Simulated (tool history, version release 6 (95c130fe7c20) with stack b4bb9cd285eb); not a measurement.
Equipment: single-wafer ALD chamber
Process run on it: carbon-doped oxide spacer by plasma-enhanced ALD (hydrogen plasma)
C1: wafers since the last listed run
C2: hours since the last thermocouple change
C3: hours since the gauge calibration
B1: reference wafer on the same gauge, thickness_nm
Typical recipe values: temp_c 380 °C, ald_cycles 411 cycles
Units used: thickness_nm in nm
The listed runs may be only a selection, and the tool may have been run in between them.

Run 1, day 0.000: usual settings but ald_cycles 375 cycles; C1 0; C2 236.1; C3 1968.9; B1 18.969. Result: thickness_nm 19.254 nm.
Run 2, day 1.783: usual settings but ald_cycles 375 cycles; C1 53; C2 278.9; C3 2011.7; B1 18.964. Result: thickness_nm 19.279 nm.
Run 3, day 4.329: usual settings; C1 76; C2 340.0; C3 2072.8; B1 18.969. Result: thickness_nm 21.221 nm.
Run 4, day 8.075: usual settings but ald_cycles 438 cycles; C1 113; C2 429.9; C3 2162.7; B1 18.972. Result: thickness_nm 22.514 nm.
Run 5, day 10.133: usual settings but ald_cycles 438 cycles; C1 62; C2 479.3; C3 2212.1; B1 18.966. Result: thickness_nm 22.615 nm.
Run 6, day 13.879: usual settings but ald_cycles 438 cycles; C1 113; C2 569.2; C3 2302.0; B1 18.943. Result: thickness_nm 22.471 nm.
Run 7, day 15.938: usual settings; C1 62; C2 618.6; C3 2351.4; B1 18.941. Result: thickness_nm 21.139 nm.
Run 8, day 19.579: usual settings; C1 109; C2 706.0; C3 2438.8; B1 18.939. Result: thickness_nm 21.013 nm.
Run 9, day 21.704: usual settings but temp_c 387 °C; C1 64; C2 757.0; C3 2489.8; B1 18.920. Result: thickness_nm 21.081 nm.
Run 10, day 24.221: usual settings but temp_c 387 °C; C1 75; C2 817.4; C3 2550.2; B1 18.915. Result: thickness_nm 21.031 nm.
Run 11, day 28.321: usual settings but temp_c 387 °C; C1 123; C2 915.8; C3 2648.6; B1 18.926. Result: thickness_nm 20.990 nm.
Run 12, day 32.350: usual settings; C1 121; C2 1012.5; C3 2745.3; B1 18.900. Result: thickness_nm 20.989 nm.
Run 13, day 34.125: usual settings; C1 53; C2 1055.1; C3 2787.9; B1 18.898. Result: thickness_nm 20.975 nm.
Run 14, day 36.204: usual settings; C1 62; C2 1105.0; C3 2837.8; B1 18.901. Result: thickness_nm 21.040 nm.
Run 15, day 40.588: usual settings; C1 132; C2 1210.2; C3 2943.0; B1 18.885. Result: thickness_nm 21.048 nm.
At day 43.138: thermocouple changed; heater temperature recalibrated.
Run 16, day 43.562: usual settings; C1 79; C2 10.2; C3 3014.4; B1 18.871. Result: thickness_nm 20.926 nm.
At day 45.900: gauge calibrated.
Run 17, day 47.604: usual settings; C1 122; C2 107.2; C3 40.9; B1 19.154. Result: thickness_nm 21.275 nm.
Run 18, day 51.708: usual settings but temp_c 388 °C, ald_cycles 353 cycles; C1 123; C2 205.7; C3 139.4; B1 19.142. Result: thickness_nm 18.309 nm.
Run 19, day 54.738: usual settings; C1 91; C2 278.4; C3 212.1; B1 19.123. Result: thickness_nm 21.313 nm.
Run 20, day 57.950: usual settings but temp_c 371 °C, ald_cycles 349 cycles; C1 97; C2 355.5; C3 289.2; B1 19.128. Result: thickness_nm 18.069 nm.
Run 21, day 62.383: usual settings; C1 133; C2 461.9; C3 395.6; B1 19.125. Result: thickness_nm 21.243 nm.
Run 22, day 66.721: usual settings but temp_c 370 °C; C1 130; C2 566.0; C3 499.7; B1 19.113. Result: thickness_nm 21.251 nm.
Run 23, day 68.567: usual settings but temp_c 373 °C, ald_cycles 345 cycles; C1 55; C2 610.3; C3 544.0; B1 19.096. Result: thickness_nm 17.814 nm.
Run 24, day 78.125: usual settings but temp_c 387 °C; C1 288; C2 839.7; C3 773.4; B1 19.069. Result: thickness_nm 21.190 nm.
Run 25, day 79.892: usual settings; C1 53; C2 882.1; C3 815.8; B1 19.057. Result: thickness_nm 21.230 nm.
Run 26, day 83.129: usual settings; C1 97; C2 959.8; C3 893.5; B1 19.051. Result: thickness_nm 21.172 nm.
Run 27, day 87.496: usual settings; C1 131; C2 1064.6; C3 998.3; B1 19.058. Result: thickness_nm 21.184 nm.
Run 28, day 90.146: usual settings but ald_cycles 474 cycles; C1 80; C2 1128.2; C3 1061.9; B1 19.050. Result: thickness_nm 24.392 nm.
Run 29, day 91.896: usual settings but temp_c 394 °C, ald_cycles 329 cycles; C1 52; C2 1170.2; C3 1103.9; B1 19.051. Result: thickness_nm 16.954 nm.
At day 93.788: thermocouple changed; heater temperature recalibrated.
Run 30, day 93.854: usual settings but temp_c 394 °C, ald_cycles 335 cycles; C1 49; C2 1.6; C3 1150.9; B1 19.037. Result: thickness_nm 17.287 nm.
Run 31, day 95.375: usual settings; C1 45; C2 38.1; C3 1187.4; B1 19.035. Result: thickness_nm 21.109 nm.
Run 32, day 98.996: usual settings but temp_c 373 °C, ald_cycles 381 cycles; C1 109; C2 125.0; C3 1274.3; B1 19.032. Result: thickness_nm 19.656 nm.
Run 33, day 101.383: usual settings; C1 72; C2 182.3; C3 1331.6; B1 19.020. Result: thickness_nm 21.174 nm.
Run 34, day 103.254: usual settings but temp_c 384 °C, ald_cycles 381 cycles; C1 56; C2 227.2; C3 1376.5; B1 19.021. Result: thickness_nm 19.622 nm.
Run 35, day 105.250: usual settings; C1 60; C2 275.1; C3 1424.4; B1 18.986. Result: thickness_nm 21.169 nm.
Run 36, day 108.396: usual settings but temp_c 393 °C; C1 94; C2 350.6; C3 1499.9; B1 18.990. Result: thickness_nm 21.153 nm.
Run 37, day 110.362: usual settings; C1 59; C2 397.8; C3 1547.1; B1 18.997. Result: thickness_nm 21.196 nm.
Run 38, day 114.471: usual settings but ald_cycles 362 cycles; C1 124; C2 496.4; C3 1645.7; B1 18.995. Result: thickness_nm 18.614 nm.
Run 39, day 116.862: usual settings but temp_c 394 °C, ald_cycles 333 cycles; C1 72; C2 553.8; C3 1703.1; B1 18.972. Result: thickness_nm 17.138 nm.
Run 40, day 119.300: usual settings but temp_c 367 °C, ald_cycles 388 cycles; C1 73; C2 612.3; C3 1761.6; B1 18.973. Result: thickness_nm 19.948 nm.
Run 41, day 122.562: usual settings but temp_c 384 °C, ald_cycles 389 cycles; C1 98; C2 690.6; C3 1839.9; B1 18.975. Result: thickness_nm 19.956 nm.
Run 42, day 131.525: usual settings but temp_c 374 °C, ald_cycles 362 cycles; C1 270; C2 905.7; C3 2055.0; B1 18.931. Result: thickness_nm 18.530 nm.
Run 43, day 134.646: usual settings but ald_cycles 490 cycles; C1 94; C2 980.6; C3 2129.9; B1 18.921. Result: thickness_nm 25.083 nm.
Run 44, day 137.204: usual settings but temp_c 387 °C; C1 77; C2 1042.0; C3 2191.3; B1 18.936. Result: thickness_nm 20.928 nm.
Run 45, day 139.192: usual settings; C1 60; C2 1089.7; C3 2239.0; B1 18.923. Result: thickness_nm 21.088 nm.

Describe how what the log doesn't record of the tool's condition differs between the last listed run preceding each entry between runs and the first listed run following it.
Run 15 -> run 16: thermocouple changed; heater temperature recalibrated (day 43.138)
  gauge reads high (%): -1.66 -> -1.7
  measured minus no-state result, thickness_nm: -0.355 -> -0.362 nm
Run 16 -> run 17: gauge calibrated (day 45.900)
  gauge reads high (%): -1.7 -> -0.256
  measured minus no-state result, thickness_nm: -0.362 -> -0.055 nm
Run 29 -> run 30: thermocouple changed; heater temperature recalibrated (day 93.788)
  gauge reads high (%): -0.825 -> -0.85
  measured minus no-state result, thickness_nm: -0.141 -> -0.149 nm
